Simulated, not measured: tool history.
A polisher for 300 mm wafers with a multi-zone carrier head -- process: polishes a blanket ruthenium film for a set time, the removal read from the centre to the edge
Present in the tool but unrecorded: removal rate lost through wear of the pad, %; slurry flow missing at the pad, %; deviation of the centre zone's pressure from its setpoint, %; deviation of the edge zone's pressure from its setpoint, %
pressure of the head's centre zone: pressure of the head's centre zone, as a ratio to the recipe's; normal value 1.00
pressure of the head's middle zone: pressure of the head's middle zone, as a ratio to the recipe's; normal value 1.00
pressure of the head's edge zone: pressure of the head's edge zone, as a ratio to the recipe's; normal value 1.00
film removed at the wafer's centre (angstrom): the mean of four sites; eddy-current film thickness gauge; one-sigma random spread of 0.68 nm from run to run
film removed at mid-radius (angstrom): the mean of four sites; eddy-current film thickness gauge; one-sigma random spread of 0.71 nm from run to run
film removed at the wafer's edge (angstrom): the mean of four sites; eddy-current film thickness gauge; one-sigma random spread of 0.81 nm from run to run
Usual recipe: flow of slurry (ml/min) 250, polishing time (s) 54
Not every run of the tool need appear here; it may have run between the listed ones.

run   hour  flow of slurry (ml/min)  pressure of the head's centre zone  pressure of the head's middle zone  pressure of the head's edge zone  polishing time (s)  wafers since the last listed run  wafers polished on this pad  hours since the slurry nozzle was cleaned  hours since the centre zone pressure was calibrated  hours since the edge zone pressure was calibrated  hours since the carrier head's membrane was replaced  incoming thickness of the incoming film, nm  film removed at the wafer's centre (angstrom)  film removed at mid-radius (angstrom)  film removed at the wafer's edge (angstrom)
  1    0.0                      250                                1.00                                1.00                              1.00                  54                                 0                         4483                                      407.9                                                 34.4                                             1072.3                                                 122.1                                        524.8                                            646                                    607                                          618
  2   67.6                      250                                1.00                                1.00                              1.00                  54                               964                         5448                                      475.5                                                102.0                                             1139.9                                                 189.7                                        534.9                                            655                                    622                                          625
      80.6  -- worn pad replaced by a new one
  3  100.8                      250                                1.00                                1.00                              1.00                  54                               416                          288                                      508.7                                                135.2                                             1173.1                                                 222.9                                        534.4                                            661                                    612                                          637
  4  131.7                      185                                1.12                                1.10                              0.92                  54                               441                          729                                      539.6                                                166.1                                             1204.0                                                 253.8                                        524.3                                            709                                    632                                          576
     145.2  -- edge zone pressure recalibrated
  5  175.9                      250                                0.97                                1.08                              0.89                  54                               602                         1331                                      583.8                                                210.3                                               30.7                                                 298.0                                        539.3                                            645                                    638                                          584
  6  205.4                      325                                1.00                                1.00                              1.00                  54                               421                         1752                                      613.3                                                239.8                                               60.2                                                 327.5                                        536.0                                            698                                    630                                          641
  7  265.1                      330                                1.00                                1.00                              1.00                  54                               852                         2604                                      673.0                                                299.5                                              119.9                                                 387.2                                        532.0                                            698                                    632                                          636
  8  290.6                      250                                1.10                                1.06                              1.00                  59                               363                         2968                                      698.5                                                325.0                                              145.4                                                 412.7                                        527.5                                            817                                    699                                          685
  9  359.4                      250                                1.00                                1.00                              1.00                  47                               982                         3950                                      767.3                                                393.8                                              214.2                                                 481.5                                        530.7                                            607                                    528                                          538
     410.8  -- slurry nozzle cleaned
 10  411.3                      250                                1.08                                0.97                              0.96                  54                               726                         4677                                        0.5                                                445.7                                              266.1                                                 533.4                                        533.6                                            748                                    600                                          617
     434.8  -- worn pad replaced by a new one
 11  437.4                      250                                1.00                                1.00                              1.00                  54                               315                           37                                       26.6                                                471.8                                              292.2                                                 559.5                                        526.5                                            692                                    616                                          631
 12  477.9                      250                                1.07                                1.11                              1.00                  54                               578                          615                                       67.1                                                512.3                                              332.7                                                 600.0                                        527.0                                            726                                    677                                          626
 13  511.8                      295                                1.00                                1.00                              1.00                  54                               483                         1099                                      101.0                                                546.2                                              366.6                                                 633.9                                        526.7                                            703                                    619                                          646
 14  543.8                      250                                1.00                                0.97                              1.00                  54                               456                         1556                                      133.0                                                578.2                                              398.6                                                 665.9                                        521.0                                            701                                    605                                          637
 15  607.4                      250                                0.94                                0.90                              0.96                  54                               907                         2464                                      196.6                                                641.8                                              462.2                                                 729.5                                        529.3                                            650                                    562                                          623
 16  670.0                      250                                0.94                                0.92                              1.00                  54                               893                         3357                                      259.2                                                704.4                                              524.8                                                 792.1                                        528.6                                            669                                    573                                          611
 17  700.8                      250                                1.08                                0.97                              0.96                  54                               439                         3797                                      290.0                                                735.2                                              555.6                                                 822.9                                        535.2                                            770                                    598                                          616
 18  763.1                      250                                1.00                                0.93                              1.00                  54                               889                         4686                                      352.3                                                797.5                                              617.9                                                 885.2                                        519.4                                            713                                    582                                          621
 19  805.7                      280                                1.00                                1.00                              1.00                  63                               608                         5294                                      394.9                                                840.1                                              660.5                                                 927.8                                        541.1                                            835                                    718                                          738
     828.0  -- worn pad replaced by a new one
 20  860.1                      250                                1.00                                1.00                              1.00                  54                               719                          458                                      449.3                                                894.5                                              714.9                                                 982.2                                        531.6                                            721                                    615                                          634
 21  896.4                      305                                1.00                                1.00                              1.00                  54                               518                          976                                      485.6                                                930.8                                              751.2                                                1018.5                                        518.5                                            732                                    624                                          642
 22  935.0                      250                                1.00                                1.00                              0.89                  54                               550                         1527                                      524.2                                                969.4                                              789.8                                                1057.1                                        521.9                                            699                                    620                                          601
     975.2  -- centre zone pressure recalibrated
     990.6  -- carrier head's membrane replaced by a new one
 23  998.9                      280                                0.95                                1.00                              1.00                  54                               812                         2339                                      588.1                                                 23.7                                              853.7                                                   8.3                                        530.6                                            617                                    616                                          623

What differs in the tool's unlogged condition from the final listed run ahead of each entry between runs to the first listed run following it?
Between runs 2 and 3: worn pad replaced by a new one (hour 80.6)
  deviation of the centre zone's pressure from its setpoint, %: 3.63 -> 4.56
  measured result minus the result with no hidden state, film removed at the wafer's centre (angstrom): +23 -> +29
Between runs 4 and 5: edge zone pressure recalibrated (hour 145.2)
  deviation of the centre zone's pressure from its setpoint, %: 5.34 -> 6.32
  measured result minus the result with no hidden state, film removed at the wafer's centre (angstrom): +36 -> +39
Between runs 9 and 10: slurry nozzle cleaned (hour 410.8)
  deviation of the centre zone's pressure from its setpoint, %: 9.18 -> 9.73
  measured result minus the result with no hidden state, film removed at the wafer's centre (angstrom): +52 -> +66
Between runs 10 and 11: worn pad replaced by a new one (hour 434.8)
  deviation of the centre zone's pressure from its setpoint, %: 9.73 -> 9.97
  measured result minus the result with no hidden state, film removed at the wafer's centre (angstrom): +66 -> +64
Between runs 19 and 20: worn pad replaced by a new one (hour 828.0)
  deviation of the centre zone's pressure from its setpoint, %: 11.9 -> 12
  measured result minus the result with no hidden state, film removed at the wafer's centre (angstrom): +89 -> +78
Between runs 22 and 23: centre zone pressure recalibrated (hour 975.2); carrier head's membrane replaced by a new one (hour 990.6)
  deviation of the centre zone's pressure from its setpoint, %: 12.2 -> 0.525
  measured result minus the result with no hidden state, film removed at the wafer's centre (angstrom): +76 -> +3

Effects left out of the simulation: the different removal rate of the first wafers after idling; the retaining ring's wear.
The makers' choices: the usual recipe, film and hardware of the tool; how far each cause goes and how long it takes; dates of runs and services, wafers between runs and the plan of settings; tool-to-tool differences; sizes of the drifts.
